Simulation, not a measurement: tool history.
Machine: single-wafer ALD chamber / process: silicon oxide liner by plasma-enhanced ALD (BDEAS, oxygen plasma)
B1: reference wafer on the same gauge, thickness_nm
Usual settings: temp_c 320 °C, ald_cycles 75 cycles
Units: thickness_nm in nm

run 1 day=0 | temp_c=320 ald_cycles=75 | B1=6 | thickness_nm=6.932
run 2 day=2.046 | temp_c=320 ald_cycles=75 | B1=5.999 | thickness_nm=6.943
run 3 day=4.842 | temp_c=320 ald_cycles=75 | B1=6.002 | thickness_nm=6.954
run 4 day=7.208 | temp_c=309 ald_cycles=83 | B1=6.009 | thickness_nm=7.803
run 5 day=8.558 | temp_c=309 ald_cycles=83 | B1=6.011 | thickness_nm=7.855
run 6 day=10.871 | temp_c=309 ald_cycles=83 | B1=6.028 | thickness_nm=7.81
-- day=12.879 thermocouple changed; heater temperature recalibrated
run 7 day=13.488 | temp_c=320 ald_cycles=81 | B1=6.04 | thickness_nm=7.533
run 8 day=15.488 | temp_c=320 ald_cycles=75 | B1=6.042 | thickness_nm=6.978
run 9 day=17.079 | temp_c=320 ald_cycles=75 | B1=6.051 | thickness_nm=6.917
run 10 day=18.938 | temp_c=320 ald_cycles=75 | B1=6.056 | thickness_nm=6.977

Run 11, settings as shown, results not yet in. Your forecast:
run 11 day=21.579 | temp_c=320 ald_cycles=75 | B1=? | thickness_nm=?

B1: 6.066
thickness_nm: 6.949 nm
The same run, on a tool lacking any hidden state, would have yielded thickness_nm 6.858 nm.
